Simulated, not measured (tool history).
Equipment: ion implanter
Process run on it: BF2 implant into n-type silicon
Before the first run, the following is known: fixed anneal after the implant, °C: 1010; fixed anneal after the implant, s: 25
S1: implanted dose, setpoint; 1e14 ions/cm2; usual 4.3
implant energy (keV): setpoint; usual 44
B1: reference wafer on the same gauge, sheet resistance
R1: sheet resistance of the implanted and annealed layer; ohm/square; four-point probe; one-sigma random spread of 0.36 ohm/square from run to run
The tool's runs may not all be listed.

run 1 hour=0 | S1=4.3 implant_energy_(keV)=44 | B1=197.95 | R1=246.56
run 2 hour=25.7 | S1=4.3 implant_energy_(keV)=44 | B1=197.98 | R1=247.47
run 3 hour=46.6 | S1=4.3 implant_energy_(keV)=44 | B1=197.92 | R1=246.39
run 4 hour=74.9 | S1=4.8 implant_energy_(keV)=44 | B1=197.98 | R1=223.95
run 5 hour=95.5 | S1=4.8 implant_energy_(keV)=44 | B1=197.99 | R1=224.78
run 6 hour=110.5 | S1=4.8 implant_energy_(keV)=44 | B1=197.98 | R1=223.65
run 7 hour=134.9 | S1=4.3 implant_energy_(keV)=44 | B1=197.97 | R1=246.92
run 8 hour=158.1 | S1=4.3 implant_energy_(keV)=44 | B1=197.97 | R1=246.66
run 9 hour=192.9 | S1=4.3 implant_energy_(keV)=44 | B1=198.02 | R1=246.99
run 10 hour=225.5 | S1=4.3 implant_energy_(keV)=38 | B1=198.06 | R1=250
-- hour=236.4 gauge calibrated
run 11 hour=255.8 | S1=4.3 implant_energy_(keV)=44 | B1=197.98 | R1=247.08
run 12 hour=284.3 | S1=3.05 implant_energy_(keV)=36 | B1=197.98 | R1=338.62
run 13 hour=306.7 | S1=4.3 implant_energy_(keV)=52.5 | B1=198.07 | R1=243.61
run 14 hour=330.6 | S1=3.06 implant_energy_(keV)=35 | B1=197.97 | R1=338.63

Predict the results of run 15:
run 15 hour=366.4 | S1=3.14 implant_energy_(keV)=30.5 | B1=? | R1=?

Run 15 measured B1 198.01, R1 334.85 ohm/square.
If the tool had no hidden condition, the same run with the same run-to-run variation would have returned R1 327.15 ohm/square.

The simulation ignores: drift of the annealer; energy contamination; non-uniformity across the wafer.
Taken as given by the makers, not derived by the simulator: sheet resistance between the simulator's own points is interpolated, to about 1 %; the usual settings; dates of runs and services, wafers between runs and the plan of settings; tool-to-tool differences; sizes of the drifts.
